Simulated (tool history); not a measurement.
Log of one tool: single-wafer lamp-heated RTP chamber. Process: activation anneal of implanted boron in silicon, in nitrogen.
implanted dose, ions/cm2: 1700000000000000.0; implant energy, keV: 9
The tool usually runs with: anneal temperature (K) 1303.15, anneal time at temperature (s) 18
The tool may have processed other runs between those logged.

run   hour  anneal temperature (K)  anneal time at temperature (s)  read-back reference wafer on the same gauge, sheet resistance  sheet resistance of the implanted and annealed layer (ohm/square)
  1    0.0                 1303.15                              18                                                          97.14                                                              93.65
  2    9.6                 1289.15                              26                                                          97.20                                                              96.51
  3   16.7                 1289.15                              26                                                          97.20                                                              96.04
  4   29.8                 1303.15                              18                                                          97.28                                                              93.69
  5   78.2                 1303.15                              24                                                          97.18                                                              89.70
  6   95.5                 1303.15                              24                                                          97.24                                                              89.42
  7  103.0                 1303.15                              21                                                          97.20                                                              90.64
  8  112.1                 1303.15                              18                                                          97.08                                                              91.45
     123.7  -- pyrometer window cleaned and pyrometer calibrated
  9  125.0                 1303.15                              18                                                          97.35                                                              94.02
 10  134.9                 1303.15                              18                                                          97.40                                                              93.90
 11  154.6                 1303.15                              18                                                          97.00                                                              93.53
 12  165.1                 1303.15                              18                                                          97.13                                                              93.81
 13  173.1                 1303.15                              18                                                          97.27                                                              93.47
 14  187.6                 1283.15                               8                                                          97.21                                                             107.85
     194.1  -- gauge calibrated
 15  199.4                 1284.15                              18                                                          97.32                                                             101.07
 16  213.6                 1303.15                              18                                                          97.09                                                              93.29
 17  223.4                 1329.15                              22                                                          97.05                                                              81.61
     235.8  -- reflector plate cleaned
 18  273.1                 1318.15                              24                                                          97.20                                                              87.06
 19  289.0                 1303.15                              18                                                          97.21                                                              95.11
 20  295.7                 1278.15                              26                                                          97.32                                                             102.62
 21  312.4                 1318.15                              28                                                          97.20                                                              84.31
     352.9  -- pyrometer window cleaned and pyrometer calibrated
 22  353.4                 1313.15                              26                                                          97.09                                                              88.52
 23  362.1                 1315.15                              21                                                          97.24                                                              89.45
 24  379.1                 1291.15                               9                                                          97.21                                                             106.32
 25  393.1                 1284.15                              25                                                          97.08                                                             101.00
 26  401.9                 1303.15                              18                                                          97.29                                                              95.34
 27  411.7                 1330.15                              24                                                          97.28                                                              82.61
 28  428.6                 1291.15                              29                                                          97.29                                                              96.83
 29  441.4                 1330.15                              12                                                          97.09                                                              88.28
 30  451.4                 1288.15                              25                                                          97.23                                                              98.60
 31  460.1                 1303.15                              12                                                          97.09                                                              98.62
 32  473.3                 1303.15                              18                                                          97.11                                                              94.39
 33  482.9                 1295.15                              14                                                          97.22                                                              99.93
 34  492.2                 1303.15                              10                                                          97.22                                                              99.17
 35  503.3                 1303.15                              18                                                          97.17                                                              94.19
 36  520.4                 1276.15                               9                                                          97.29                                                             111.06

List, for all runs, the conditions of the tool that the log does not record:
gauge reads high (%): 0 at every run
H1: true wafer temperature minus pyrometer reading, K
H2: wafer temperature error from the tarnished reflector plate, K
run      H1    H2
  1    2.14  5.15
  2    2.36  5.26
  3    2.53  5.34
  4    2.88  5.49
  5    4.46  6.04
  6    5.14  6.24
  7    5.45  6.32
  8    5.84  6.43
  9   0.227  6.57
 10   0.239  6.69
 11   0.321  6.91
 12   0.396  7.03
 13   0.467  7.12
 14   0.629  7.29
 15   0.791  7.42
 16    1.02  7.58
 17    1.21  7.69
 18    2.42  0.92
 19    2.92   1.1
 20    3.14  1.18
 21    3.73  1.37
 22  0.0748  1.83
 23  0.0831  1.93
 24   0.142  2.12
 25   0.234  2.28
 26   0.311  2.38
 27   0.415  2.49
 28   0.639  2.69
 29   0.846  2.83
 30    1.03  2.95
 31    1.21  3.04
 32     1.5  3.19
 33    1.74   3.3
 34    1.98  3.41
 35     2.3  3.53
 36    2.84  3.73
